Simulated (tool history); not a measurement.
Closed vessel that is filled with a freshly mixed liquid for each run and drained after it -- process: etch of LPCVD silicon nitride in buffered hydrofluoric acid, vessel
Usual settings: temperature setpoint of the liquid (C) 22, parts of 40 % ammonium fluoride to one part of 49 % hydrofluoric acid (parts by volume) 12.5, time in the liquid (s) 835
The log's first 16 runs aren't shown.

| run | hour | temperature setpoint of the liquid (C) | parts of 40 % ammonium fluoride to one part of 49 % hydrofluoric acid (parts by volume) | time in the liquid (s) | read-back film thickness of the LPCVD silicon nitride reference wafer, read on the same gauge (nm) | thickness taken off the LPCVD silicon nitride on a monitor wafer (angstrom) |
|---|---|---|---|---|---|---|
| 17 | 302.8 | 25.5 | 9 | 365 | 130.03 | 64.1 |
| 18 | 319.9 | 22 | 12.5 | 995 | 129.98 | 101.4 |
| 19 | 334.2 | 18 | 8.5 | 1290 | 129.98 | 155.4 |
|  | 357.1 | hydrofluoric acid flow meter replaced |
| 20 | 364.2 | 22 | 12.5 | 835 | 130.03 | 98.7 |
| 21 | 394 | 17.5 | 12.5 | 520 | 130.01 | 48 |
| 22 | 409.6 | 19 | 15 | 560 | 130.04 | 47.1 |
|  | 413.7 | thermometer replaced |
| 23 | 441.6 | 22 | 10.5 | 1145 | 130 | 142.7 |
| 24 | 469.3 | 22 | 16 | 835 | 129.98 | 68.6 |
| 25 | 488.8 | 22 | 12.5 | 525 | 129.98 | 55.5 |
| 26 | 503.5 | 20 | 14.5 | 1310 | 130.01 | 106.9 |
| 27 | 533.9 | 22 | 12.5 | 835 | 129.98 | 88 |
| 28 | 548.2 | 22 | 12.5 | 835 | 130.04 | 88.8 |
| 29 | 571 | 27 | 15.5 | 985 | 129.97 | 111.4 |
| 30 | 601.9 | 18.5 | 16 | 470 | 129.98 | 32.6 |
| 31 | 615.6 | 22 | 12.5 | 1110 | 129.95 | 118 |
| 32 | 631.6 | 20.5 | 12.5 | 1010 | 130.04 | 97.1 |
| 33 | 659.1 | 20 | 12.5 | 835 | 130.01 | 78.5 |

What if the next run were any one of these 3? Each begins from the tool's condition after run 33:
| A | 660 | 24.5 | 12.5 | 835 | ? | ? |
| B | 660 | 22 | 8.5 | 835 | ? | ? |
| C | 660 | 20 | 12.5 | 670 | ? | ? |

| run | read-back film thickness of the LPCVD silicon nitride reference wafer, read on the same gauge (nm) | thickness taken off the LPCVD silicon nitride on a monitor wafer (angstrom) |
|---|---|---|
| A | 130 | 101.7 |
| B | 130 | 125.1 |
| C | 130 | 63.7 |
Without the tool's hidden state the same runs would have given:
| run | thickness taken off the LPCVD silicon nitride on a monitor wafer (angstrom) |
|---|---|
| A | 101.5 |
| B | 125.1 |
| C | 63.5 |

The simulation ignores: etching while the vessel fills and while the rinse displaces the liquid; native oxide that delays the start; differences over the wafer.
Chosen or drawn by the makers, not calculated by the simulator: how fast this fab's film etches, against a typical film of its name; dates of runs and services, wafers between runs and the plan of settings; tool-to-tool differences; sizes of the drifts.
